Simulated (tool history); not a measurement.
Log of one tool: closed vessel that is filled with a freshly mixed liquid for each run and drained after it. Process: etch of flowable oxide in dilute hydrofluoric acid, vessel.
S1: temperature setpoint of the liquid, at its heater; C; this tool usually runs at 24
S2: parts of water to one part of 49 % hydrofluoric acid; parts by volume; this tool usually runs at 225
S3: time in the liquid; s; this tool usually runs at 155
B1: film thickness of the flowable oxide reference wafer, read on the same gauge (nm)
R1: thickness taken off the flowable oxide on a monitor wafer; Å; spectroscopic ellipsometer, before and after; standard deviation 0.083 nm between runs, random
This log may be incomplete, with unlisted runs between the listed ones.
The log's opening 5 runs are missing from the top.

{"run": 6, "hour": 205.5, "S1": 24, "S2": 225, "S3": 155, "B1": 79.99, "R1": 153.3}
{"run": 7, "hour": 251.8, "S1": 24, "S2": 225, "S3": 155, "B1": 80.02, "R1": 154.1}
{"run": 8, "hour": 298.1, "S1": 24, "S2": 225, "S3": 155, "B1": 80.01, "R1": 153.5}
{"hour": 357.7, "done": "hydrofluoric acid flow meter replaced"}
{"run": 9, "hour": 359.0, "S1": 24, "S2": 225, "S3": 155, "B1": 80, "R1": 150.7}
{"run": 10, "hour": 402.6, "S1": 24, "S2": 185, "S3": 155, "B1": 80, "R1": 187.6}
{"hour": 416.8, "done": "thermometer replaced"}
{"run": 11, "hour": 470.3, "S1": 24, "S2": 185, "S3": 155, "B1": 80, "R1": 190.2}
{"run": 12, "hour": 614.9, "S1": 24, "S2": 225, "S3": 230, "B1": 80, "R1": 222.3}
{"run": 13, "hour": 675.8, "S1": 24, "S2": 225, "S3": 230, "B1": 80, "R1": 220.3}
{"run": 14, "hour": 730.9, "S1": 21, "S2": 130, "S3": 65, "B1": 80.02, "R1": 107.5}
{"run": 15, "hour": 798.8, "S1": 24, "S2": 225, "S3": 155, "B1": 80.01, "R1": 151.1}
{"run": 16, "hour": 897.7, "S1": 20.5, "S2": 335, "S3": 90, "B1": 79.99, "R1": 46.7}
{"run": 17, "hour": 943.3, "S1": 28, "S2": 145, "S3": 215, "B1": 80.01, "R1": 411.8}
{"hour": 956.0, "done": "gauge calibrated"}
{"run": 18, "hour": 995.3, "S1": 24, "S2": 330, "S3": 155, "B1": 79.98, "R1": 92.2}
{"run": 19, "hour": 1039.3, "S1": 22.5, "S2": 300, "S3": 210, "B1": 80.01, "R1": 134.7}
{"run": 20, "hour": 1066.4, "S1": 25.5, "S2": 225, "S3": 185, "B1": 80.01, "R1": 190.4}
{"run": 21, "hour": 1130.5, "S1": 26.5, "S2": 300, "S3": 155, "B1": 80.01, "R1": 114.1}
{"run": 22, "hour": 1178.7, "S1": 28, "S2": 125, "S3": 240, "B1": 80.02, "R1": 547.4}
{"run": 23, "hour": 1234.8, "S1": 22, "S2": 130, "S3": 230, "B1": 79.99, "R1": 400.2}
{"run": 24, "hour": 1287.7, "S1": 24, "S2": 265, "S3": 155, "B1": 79.99, "R1": 124.2}
{"run": 25, "hour": 1344.8, "S1": 27.5, "S2": 225, "S3": 85, "B1": 79.99, "R1": 94.6}
{"run": 26, "hour": 1405.6, "S1": 22.5, "S2": 270, "S3": 180, "B1": 79.98, "R1": 134.1}
{"run": 27, "hour": 1440.9, "S1": 27.5, "S2": 160, "S3": 155, "B1": 79.99, "R1": 259.5}
{"run": 28, "hour": 1512.4, "S1": 24, "S2": 225, "S3": 155, "B1": 80.01, "R1": 152.8}
{"run": 29, "hour": 1552.2, "S1": 26, "S2": 225, "S3": 155, "B1": 80, "R1": 163.5}

Run 30 is up next; what results do you expect?
{"hour": 1565.2, "done": "thermometer replaced"}
{"run": 30, "hour": 1581.5, "S1": 24, "S2": 225, "S3": 155, "B1": "?", "R1": "?"}

{"run 30": {"B1": 80, "R1": 153.5}}
Had the tool carried no hidden state, the very same run would have given R1 149.9 Å.
